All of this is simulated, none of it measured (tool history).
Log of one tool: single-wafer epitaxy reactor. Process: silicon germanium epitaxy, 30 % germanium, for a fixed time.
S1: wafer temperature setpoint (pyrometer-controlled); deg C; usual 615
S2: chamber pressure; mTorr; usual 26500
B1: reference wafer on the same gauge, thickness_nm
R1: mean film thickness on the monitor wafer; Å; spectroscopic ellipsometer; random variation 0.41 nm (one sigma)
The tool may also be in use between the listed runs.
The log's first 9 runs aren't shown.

run    day   S1     S2      B1       R1
 10  4.238  615  26500  76.842   858.79
 11  6.442  615  26500  76.835   867.56
 12  6.958  615  26500  76.728   866.18
 13   7.35  615  20400  76.784   755.02
 14  7.708  605  23200  76.798   659.94
 15  7.988  624  32300  76.869  1137.51
 16  8.258  629  30800  76.844  1240.16
 17  8.775  629  22000   76.74  1042.71
 18  9.254  630  33100  76.831  1298.46

Run 19 comes next. What will it give?
      9.317  -- gauge calibrated
      9.762  -- capacitance manometer re-zeroed and calibrated
      9.992  -- showerhead replaced
 19  10.012  623  26500   ?   ?

Run 19 gave B1 76.815, R1 1015.49 Å.
Without the tool's hidden state the same run would have given R1 1015.49 Å.

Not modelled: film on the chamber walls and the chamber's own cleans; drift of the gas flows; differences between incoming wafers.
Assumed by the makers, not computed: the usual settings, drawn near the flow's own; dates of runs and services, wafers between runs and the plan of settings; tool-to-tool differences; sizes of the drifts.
